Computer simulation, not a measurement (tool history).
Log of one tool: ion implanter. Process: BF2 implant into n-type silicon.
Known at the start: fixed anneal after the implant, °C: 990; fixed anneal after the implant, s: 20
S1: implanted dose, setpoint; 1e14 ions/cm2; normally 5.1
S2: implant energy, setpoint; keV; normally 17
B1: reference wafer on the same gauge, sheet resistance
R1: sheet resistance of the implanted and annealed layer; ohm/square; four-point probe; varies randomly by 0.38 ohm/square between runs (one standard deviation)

Run 1, day 0: usual settings; B1 263.93. Result: R1 260.03 ohm/square.
Run 2, day 1.388: usual settings; B1 264.04. Result: R1 259.8 ohm/square.
Run 3, day 1.821: usual settings; B1 264.06. Result: R1 259.73 ohm/square.
Run 4, day 2.267: usual settings; B1 264.02. Result: R1 260.31 ohm/square.
Run 5, day 2.667: usual settings; B1 263.92. Result: R1 259.88 ohm/square.
Run 6, day 3.625: usual settings; B1 263.9. Result: R1 260.78 ohm/square.
Run 7, day 3.996: usual settings; B1 263.92. Result: R1 261.08 ohm/square.
Run 8, day 4.688: usual settings but S2 20.5 keV; B1 264. Result: R1 249.08 ohm/square.
Run 9, day 5.388: usual settings; B1 264.11. Result: R1 260.83 ohm/square.
At day 6.158: extraction supply calibrated.
Run 10, day 6.179: usual settings; B1 264.07. Result: R1 260.66 ohm/square.
Run 11, day 6.938: usual settings; B1 263.92. Result: R1 261.28 ohm/square.
At day 7.45: Faraday cup replaced and dose calibrated.
Run 12, day 7.471: usual settings; B1 264.05. Result: R1 251.35 ohm/square.
Run 13, day 8.1: usual settings; B1 264.04. Result: R1 251.34 ohm/square.
At day 8.642: gauge calibrated.
Run 14, day 8.717: usual settings but S1 4.57 1e14 ions/cm2, S2 20 keV; B1 263.96. Result: R1 257.44 ohm/square.
Run 15, day 9.367: usual settings but S1 5.53 1e14 ions/cm2, S2 14 keV; B1 264.04. Result: R1 257.68 ohm/square.
Run 16, day 9.683: usual settings; B1 264.07. Result: R1 252.55 ohm/square.
Run 17, day 10.192: usual settings but S1 4.25 1e14 ions/cm2, S2 15 keV; B1 263.94. Result: R1 288.36 ohm/square.
Run 18, day 10.696: usual settings but S1 5.74 1e14 ions/cm2, S2 15 keV; B1 263.99. Result: R1 247.97 ohm/square.
Run 19, day 11.212: usual settings but S1 4.09 1e14 ions/cm2; B1 263.92. Result: R1 286.95 ohm/square.
Run 20, day 11.946: usual settings but S1 5.81 1e14 ions/cm2, S2 15 keV; B1 263.99. Result: R1 247.11 ohm/square.
Run 21, day 12.508: usual settings; B1 264.02. Result: R1 252.2 ohm/square.
Run 22, day 13.192: usual settings but S1 3.69 1e14 ions/cm2, S2 19 keV; B1 263.94. Result: R1 300.75 ohm/square.
Run 23, day 13.721: usual settings but S1 5.54 1e14 ions/cm2, S2 15 keV; B1 264.11. Result: R1 252.31 ohm/square.
Run 24, day 14.217: usual settings but S1 6 1e14 ions/cm2, S2 18.5 keV; B1 263.98. Result: R1 226.98 ohm/square.
Run 25, day 15.346: usual settings; B1 263.97. Result: R1 253.06 ohm/square.

What if the next run were any one of these 3? Each begins from the tool's condition after run 25:
Run A, day 15.362: usual settings but S2 19.5 keV; B1 ?. Result: R1 ?.
Run B, day 15.362: usual settings but S1 4.43 1e14 ions/cm2, S2 11.5 keV; B1 ?. Result: R1 ?.
Run C, day 15.362: usual settings but S1 5.79 1e14 ions/cm2, S2 13 keV; B1 ?. Result: R1 ?.

run      B1      R1
  A  264.06  243.59
  B  264.06  306.04
  C  264.06  259.61
What these runs would have given with no unlogged condition in the tool:
run      R1
  A  242.97
  B  305.31
  C  259.15

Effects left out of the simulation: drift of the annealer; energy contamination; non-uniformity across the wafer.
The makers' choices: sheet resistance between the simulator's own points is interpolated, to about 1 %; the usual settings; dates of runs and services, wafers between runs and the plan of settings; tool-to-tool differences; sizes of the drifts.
